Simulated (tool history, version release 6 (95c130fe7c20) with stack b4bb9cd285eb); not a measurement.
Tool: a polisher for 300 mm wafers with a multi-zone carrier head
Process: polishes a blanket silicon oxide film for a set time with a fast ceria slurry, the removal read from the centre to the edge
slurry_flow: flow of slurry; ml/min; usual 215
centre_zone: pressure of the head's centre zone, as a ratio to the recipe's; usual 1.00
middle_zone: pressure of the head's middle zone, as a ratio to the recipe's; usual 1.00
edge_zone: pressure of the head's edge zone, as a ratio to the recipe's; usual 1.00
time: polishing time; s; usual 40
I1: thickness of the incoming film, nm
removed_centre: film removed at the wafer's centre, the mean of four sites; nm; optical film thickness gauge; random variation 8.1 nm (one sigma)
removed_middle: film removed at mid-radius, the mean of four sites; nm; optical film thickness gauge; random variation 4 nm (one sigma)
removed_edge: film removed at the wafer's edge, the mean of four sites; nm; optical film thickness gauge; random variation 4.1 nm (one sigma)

{"run": 1, "hour": 0.0, "slurry_flow": 215, "centre_zone": 1.0, "middle_zone": 1.0, "edge_zone": 1.0, "time": 50, "I1": 3330.7, "removed_centre": 643.1, "removed_middle": 629.4, "removed_edge": 654.8}
{"hour": 47.7, "done": "worn pad replaced by a new one"}
{"run": 2, "hour": 84.0, "slurry_flow": 215, "centre_zone": 1.0, "middle_zone": 1.0, "edge_zone": 1.0, "time": 40, "I1": 3384.8, "removed_centre": 586.1, "removed_middle": 562.3, "removed_edge": 583.1}
{"run": 3, "hour": 124.3, "slurry_flow": 175, "centre_zone": 1.0, "middle_zone": 1.0, "edge_zone": 1.0, "time": 40, "I1": 3312.2, "removed_centre": 551.4, "removed_middle": 542.0, "removed_edge": 566.1}
{"run": 4, "hour": 170.9, "slurry_flow": 260, "centre_zone": 1.08, "middle_zone": 1.0, "edge_zone": 1.1, "time": 32, "I1": 3359.5, "removed_centre": 466.9, "removed_middle": 434.4, "removed_edge": 471.4}
{"run": 5, "hour": 252.2, "slurry_flow": 285, "centre_zone": 1.0, "middle_zone": 1.0, "edge_zone": 1.11, "time": 40, "I1": 3309.9, "removed_centre": 547.1, "removed_middle": 532.0, "removed_edge": 576.8}
{"hour": 319.2, "done": "carrier head's membrane replaced by a new one"}
{"hour": 332.0, "done": "centre zone pressure recalibrated"}
{"run": 6, "hour": 359.0, "slurry_flow": 215, "centre_zone": 1.0, "middle_zone": 1.0, "edge_zone": 1.0, "time": 40, "I1": 3298.5, "removed_centre": 521.5, "removed_middle": 515.0, "removed_edge": 530.0}
{"run": 7, "hour": 404.5, "slurry_flow": 215, "centre_zone": 1.0, "middle_zone": 1.0, "edge_zone": 1.0, "time": 40, "I1": 3336.7, "removed_centre": 510.4, "removed_middle": 505.2, "removed_edge": 527.4}
{"hour": 421.4, "done": "edge zone pressure recalibrated"}
{"run": 8, "hour": 503.6, "slurry_flow": 215, "centre_zone": 1.06, "middle_zone": 1.0, "edge_zone": 1.08, "time": 31, "I1": 3332.7, "removed_centre": 408.6, "removed_middle": 388.4, "removed_edge": 416.1}
{"hour": 534.1, "done": "slurry nozzle cleaned"}
{"run": 9, "hour": 569.9, "slurry_flow": 215, "centre_zone": 1.0, "middle_zone": 1.0, "edge_zone": 1.0, "time": 40, "I1": 3359.5, "removed_centre": 532.7, "removed_middle": 508.6, "removed_edge": 524.1}
{"run": 10, "hour": 620.6, "slurry_flow": 215, "centre_zone": 1.0, "middle_zone": 1.0, "edge_zone": 1.0, "time": 40, "I1": 3362.6, "removed_centre": 514.3, "removed_middle": 505.9, "removed_edge": 520.1}
{"hour": 633.8, "done": "worn pad replaced by a new one"}
{"run": 11, "hour": 677.2, "slurry_flow": 145, "centre_zone": 1.07, "middle_zone": 1.1, "edge_zone": 1.0, "time": 45, "I1": 3305.6, "removed_centre": 643.4, "removed_middle": 659.6, "removed_edge": 638.1}
{"run": 12, "hour": 772.5, "slurry_flow": 155, "centre_zone": 1.0, "middle_zone": 1.0, "edge_zone": 1.06, "time": 40, "I1": 3354.6, "removed_centre": 531.6, "removed_middle": 522.8, "removed_edge": 552.1}
{"run": 13, "hour": 813.5, "slurry_flow": 255, "centre_zone": 1.0, "middle_zone": 1.0, "edge_zone": 1.04, "time": 40, "I1": 3385.0, "removed_centre": 563.3, "removed_middle": 536.9, "removed_edge": 564.2}
{"run": 14, "hour": 876.6, "slurry_flow": 215, "centre_zone": 1.0, "middle_zone": 1.0, "edge_zone": 1.0, "time": 40, "I1": 3300.6, "removed_centre": 518.1, "removed_middle": 522.6, "removed_edge": 539.0}
{"hour": 928.4, "done": "centre zone pressure recalibrated"}
{"run": 15, "hour": 950.9, "slurry_flow": 175, "centre_zone": 1.0, "middle_zone": 1.0, "edge_zone": 1.0, "time": 40, "I1": 3309.0, "removed_centre": 514.7, "removed_middle": 498.7, "removed_edge": 522.8}
{"run": 16, "hour": 1021.2, "slurry_flow": 215, "centre_zone": 1.0, "middle_zone": 1.0, "edge_zone": 1.0, "time": 40, "I1": 3264.5, "removed_centre": 509.7, "removed_middle": 514.8, "removed_edge": 523.5}
{"run": 17, "hour": 1078.4, "slurry_flow": 235, "centre_zone": 1.0, "middle_zone": 1.0, "edge_zone": 1.0, "time": 40, "I1": 3295.1, "removed_centre": 524.8, "removed_middle": 510.9, "removed_edge": 515.9}
{"run": 18, "hour": 1157.2, "slurry_flow": 215, "centre_zone": 1.03, "middle_zone": 0.92, "edge_zone": 1.0, "time": 40, "I1": 3352.4, "removed_centre": 508.9, "removed_middle": 465.7, "removed_edge": 514.4}
{"hour": 1195.2, "done": "worn pad replaced by a new one"}
{"run": 19, "hour": 1239.8, "slurry_flow": 215, "centre_zone": 1.11, "middle_zone": 1.0, "edge_zone": 1.0, "time": 40, "I1": 3294.6, "removed_centre": 594.8, "removed_middle": 550.5, "removed_edge": 565.6}
{"hour": 1496.3, "done": "slurry nozzle cleaned"}
{"hour": 1502.4, "done": "centre zone pressure recalibrated"}
{"run": 20, "hour": 1524.8, "slurry_flow": 160, "centre_zone": 1.1, "middle_zone": 0.94, "edge_zone": 1.0, "time": 52, "I1": 3342.4, "removed_centre": 714.1, "removed_middle": 629.4, "removed_edge": 688.5}
{"run": 21, "hour": 1576.1, "slurry_flow": 215, "centre_zone": 1.0, "middle_zone": 1.0, "edge_zone": 1.0, "time": 40, "I1": 3303.6, "removed_centre": 530.6, "removed_middle": 511.4, "removed_edge": 531.1}
{"hour": 1619.2, "done": "edge zone pressure recalibrated"}
{"run": 22, "hour": 1632.4, "slurry_flow": 180, "centre_zone": 1.06, "middle_zone": 1.0, "edge_zone": 1.0, "time": 40, "I1": 3337.7, "removed_centre": 522.2, "removed_middle": 503.0, "removed_edge": 525.5}

Forecast each of these 4 alternatives for the next run:
{"run": "A", "hour": 1632.8, "slurry_flow": 215, "centre_zone": 0.88, "middle_zone": 1.0, "edge_zone": 1.0, "time": 40, "I1": 3338.7, "removed_centre": "?", "removed_middle": "?", "removed_edge": "?"}
{"run": "B", "hour": 1632.8, "slurry_flow": 215, "centre_zone": 1.0, "middle_zone": 1.0, "edge_zone": 1.04, "time": 52, "I1": 3338.7, "removed_centre": "?", "removed_middle": "?", "removed_edge": "?"}
{"run": "C", "hour": 1632.8, "slurry_flow": 190, "centre_zone": 1.0, "middle_zone": 1.0, "edge_zone": 1.0, "time": 49, "I1": 3338.7, "removed_centre": "?", "removed_middle": "?", "removed_edge": "?"}
{"run": "D", "hour": 1632.8, "slurry_flow": 285, "centre_zone": 1.0, "middle_zone": 1.0, "edge_zone": 1.0, "time": 40, "I1": 3338.7, "removed_centre": "?", "removed_middle": "?", "removed_edge": "?"}

run=A removed_centre=479.4 removed_middle=514.3 removed_edge=529.9
run=B removed_centre=671.0 removed_middle=668.4 removed_edge=700.7
run=C removed_centre=625.2 removed_middle=623.5 removed_edge=644.3
run=D removed_centre=529.2 removed_middle=525.7 removed_edge=538.9
Without the tool's hidden state the same runs would have given:
run=A removed_centre=541.9 removed_middle=581.3 removed_edge=598.7
run=B removed_centre=758.4 removed_middle=755.3 removed_edge=791.6
run=C removed_centre=706.7 removed_middle=704.6 removed_edge=727.9
run=D removed_centre=597.9 removed_middle=594.0 removed_edge=608.7
